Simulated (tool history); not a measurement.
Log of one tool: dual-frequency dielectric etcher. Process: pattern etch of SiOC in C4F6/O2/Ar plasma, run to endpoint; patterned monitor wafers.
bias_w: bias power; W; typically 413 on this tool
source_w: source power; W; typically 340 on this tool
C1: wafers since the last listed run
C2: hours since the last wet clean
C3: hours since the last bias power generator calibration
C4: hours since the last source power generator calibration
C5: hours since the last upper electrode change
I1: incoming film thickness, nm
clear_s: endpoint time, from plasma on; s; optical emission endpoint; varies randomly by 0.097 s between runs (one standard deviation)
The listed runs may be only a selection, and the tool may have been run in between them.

{"run": 1, "day": 0.0, "bias_w": 413, "source_w": 340, "C1": 0, "C2": 273.0, "C3": 2016.4, "C4": 2828.5, "C5": 4280.5, "I1": 42.09, "clear_s": 16.5}
{"run": 2, "day": 0.588, "bias_w": 413, "source_w": 340, "C1": 185, "C2": 287.1, "C3": 2030.5, "C4": 2842.6, "C5": 4294.6, "I1": 42.9, "clear_s": 16.9}
{"run": 3, "day": 1.308, "bias_w": 357, "source_w": 340, "C1": 227, "C2": 304.4, "C3": 2047.8, "C4": 2859.9, "C5": 4311.9, "I1": 42.41, "clear_s": 17.4}
{"run": 4, "day": 2.004, "bias_w": 413, "source_w": 390, "C1": 220, "C2": 321.1, "C3": 2064.5, "C4": 2876.6, "C5": 4328.6, "I1": 42.35, "clear_s": 16.0}
{"run": 5, "day": 3.779, "bias_w": 413, "source_w": 390, "C1": 561, "C2": 363.7, "C3": 2107.1, "C4": 2919.2, "C5": 4371.2, "I1": 42.25, "clear_s": 16.1}
{"run": 6, "day": 5.338, "bias_w": 413, "source_w": 390, "C1": 492, "C2": 401.1, "C3": 2144.5, "C4": 2956.6, "C5": 4408.6, "I1": 42.72, "clear_s": 16.2}
{"run": 7, "day": 6.021, "bias_w": 413, "source_w": 300, "C1": 216, "C2": 417.5, "C3": 2160.9, "C4": 2973.0, "C5": 4425.0, "I1": 42.69, "clear_s": 17.6}
{"run": 8, "day": 6.729, "bias_w": 413, "source_w": 300, "C1": 224, "C2": 434.5, "C3": 2177.9, "C4": 2990.0, "C5": 4442.0, "I1": 42.03, "clear_s": 17.3}
{"run": 9, "day": 7.558, "bias_w": 413, "source_w": 300, "C1": 262, "C2": 454.4, "C3": 2197.8, "C4": 3009.9, "C5": 4461.9, "I1": 42.5, "clear_s": 17.6}
{"day": 9.342, "done": "upper electrode replaced"}
{"run": 10, "day": 9.362, "bias_w": 413, "source_w": 340, "C1": 254, "C2": 497.7, "C3": 2241.1, "C4": 3053.2, "C5": 0.5, "I1": 42.42, "clear_s": 16.9}
{"run": 11, "day": 10.283, "bias_w": 413, "source_w": 340, "C1": 291, "C2": 519.8, "C3": 2263.2, "C4": 3075.3, "C5": 22.6, "I1": 42.83, "clear_s": 17.1}
{"day": 11.071, "done": "source power generator calibrated"}
{"run": 12, "day": 11.092, "bias_w": 364, "source_w": 420, "C1": 202, "C2": 539.2, "C3": 2282.6, "C4": 0.5, "C5": 42.0, "I1": 42.11, "clear_s": 16.5}
{"day": 12.733, "done": "bias power generator calibrated"}
{"run": 13, "day": 12.754, "bias_w": 444, "source_w": 420, "C1": 473, "C2": 579.1, "C3": 0.5, "C4": 40.4, "C5": 81.9, "I1": 42.45, "clear_s": 15.7}
{"run": 14, "day": 13.442, "bias_w": 454, "source_w": 300, "C1": 217, "C2": 595.6, "C3": 17.0, "C4": 56.9, "C5": 98.4, "I1": 42.41, "clear_s": 17.0}
{"run": 15, "day": 14.633, "bias_w": 480, "source_w": 390, "C1": 376, "C2": 624.2, "C3": 45.6, "C4": 85.5, "C5": 127.0, "I1": 42.78, "clear_s": 15.7}
{"day": 16.171, "done": "wet clean of the chamber"}
{"run": 16, "day": 16.192, "bias_w": 513, "source_w": 270, "C1": 176, "C2": 0.5, "C3": 83.0, "C4": 122.9, "C5": 164.4, "I1": 42.6, "clear_s": 16.2}
{"run": 17, "day": 16.996, "bias_w": 501, "source_w": 340, "C1": 254, "C2": 19.8, "C3": 102.3, "C4": 142.2, "C5": 183.7, "I1": 42.18, "clear_s": 15.1}
{"run": 18, "day": 18.304, "bias_w": 467, "source_w": 380, "C1": 413, "C2": 51.2, "C3": 133.7, "C4": 173.6, "C5": 215.1, "I1": 42.39, "clear_s": 15.1}
{"run": 19, "day": 19.158, "bias_w": 413, "source_w": 340, "C1": 270, "C2": 71.7, "C3": 154.2, "C4": 194.1, "C5": 235.6, "I1": 42.37, "clear_s": 16.1}
{"run": 20, "day": 20.488, "bias_w": 349, "source_w": 340, "C1": 420, "C2": 103.6, "C3": 186.1, "C4": 226.0, "C5": 267.5, "I1": 42.47, "clear_s": 17.3}

What if the next run were any one of these 5? Each begins from the tool's condition after run 20:
{"run": "A", "day": 20.504, "bias_w": 413, "source_w": 340, "C1": 5, "C2": 104.0, "C3": 186.5, "C4": 226.4, "C5": 267.9, "I1": 42.49, "clear_s": "?"}
{"run": "B", "day": 20.504, "bias_w": 477, "source_w": 310, "C1": 5, "C2": 104.0, "C3": 186.5, "C4": 226.4, "C5": 267.9, "I1": 42.49, "clear_s": "?"}
{"run": "C", "day": 20.504, "bias_w": 338, "source_w": 340, "C1": 5, "C2": 104.0, "C3": 186.5, "C4": 226.4, "C5": 267.9, "I1": 42.49, "clear_s": "?"}
{"run": "D", "day": 20.504, "bias_w": 456, "source_w": 340, "C1": 5, "C2": 104.0, "C3": 186.5, "C4": 226.4, "C5": 267.9, "I1": 42.49, "clear_s": "?"}
{"run": "E", "day": 20.504, "bias_w": 321, "source_w": 320, "C1": 5, "C2": 104.0, "C3": 186.5, "C4": 226.4, "C5": 267.9, "I1": 42.49, "clear_s": "?"}

run=A clear_s=16.2
run=B clear_s=15.9
run=C clear_s=17.3
run=D clear_s=15.7
run=E clear_s=17.8
Take away the tool's hidden state, keep each run's random variation, and the runs would have read:
run=A clear_s=16.2
run=B clear_s=15.9
run=C clear_s=17.3
run=D clear_s=15.7
run=E clear_s=17.9

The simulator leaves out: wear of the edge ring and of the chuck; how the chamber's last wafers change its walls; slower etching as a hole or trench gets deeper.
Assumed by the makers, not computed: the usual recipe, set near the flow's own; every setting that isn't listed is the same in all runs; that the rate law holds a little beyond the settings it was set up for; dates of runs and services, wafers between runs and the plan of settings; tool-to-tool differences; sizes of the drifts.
